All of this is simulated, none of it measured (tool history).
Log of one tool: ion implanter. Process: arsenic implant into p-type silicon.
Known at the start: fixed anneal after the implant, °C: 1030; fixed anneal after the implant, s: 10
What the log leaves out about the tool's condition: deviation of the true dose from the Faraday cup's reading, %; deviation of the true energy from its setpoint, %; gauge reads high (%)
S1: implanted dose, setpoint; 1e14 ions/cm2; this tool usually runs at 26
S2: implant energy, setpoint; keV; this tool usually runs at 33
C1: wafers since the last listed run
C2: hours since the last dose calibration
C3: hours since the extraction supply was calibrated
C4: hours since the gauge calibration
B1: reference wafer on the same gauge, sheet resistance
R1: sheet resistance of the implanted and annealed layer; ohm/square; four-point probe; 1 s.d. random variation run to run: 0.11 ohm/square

run,day,S1,S2,C1,C2,C3,C4,B1,R1
1,0,26,33,0,1977.2,2827.7,51.1,62.71,74.5
2,2.646,26,33,2354,2040.7,2891.2,114.6,62.7,74.36
3,5.004,26,33,2098,2097.3,2947.8,171.2,62.73,74.25
4,7.325,26,25,2065,2153,3003.5,226.9,62.65,83.69
5,9.975,26,25,2358,2216.6,3067.1,290.5,62.7,83.82
# day 17.117: extraction supply calibrated
6,17.138,26,33,6077,2388.5,0.5,462.4,62.65,75.49
7,18.183,26,33,930,2413.6,25.6,487.5,62.68,75.84
8,20.729,26,33,2265,2474.7,86.7,548.6,62.68,75.79
9,22.629,26,27,1690,2520.3,132.3,594.2,62.69,82.76
10,24.262,26,27,1453,2559.5,171.5,633.4,62.72,82.57
# day 25.975: Faraday cup replaced and dose calibrated
11,27.158,26,27,2280,28.4,241,702.9,62.68,82.41
12,28.275,26,36,993,55.2,267.8,729.7,62.69,72.73
13,29.312,30.3,33,923,80.1,292.7,754.6,62.7,73.53
# day 30.317: gauge calibrated
14,31.808,26,33,2220,140,352.6,35.8,62.71,75.55
15,33.067,20.82,33,1119,170.2,382.8,66,62.66,79.63
16,34.892,26,33,1624,214,426.6,109.8,62.72,75.61
17,37.558,29.81,29,2372,278,490.6,173.8,62.67,78.04
18,38.775,22.33,33,1082,307.2,519.8,203,62.7,78.32

Run 19 has not been measured yet. What should we expect?
19,40.779,26,37.5,1783,355.3,567.9,251.1,?,?

B1: 62.71
R1: 71.28 ohm/square
Minus the tool's unlogged condition, the same run would have read R1 71.33 ohm/square.

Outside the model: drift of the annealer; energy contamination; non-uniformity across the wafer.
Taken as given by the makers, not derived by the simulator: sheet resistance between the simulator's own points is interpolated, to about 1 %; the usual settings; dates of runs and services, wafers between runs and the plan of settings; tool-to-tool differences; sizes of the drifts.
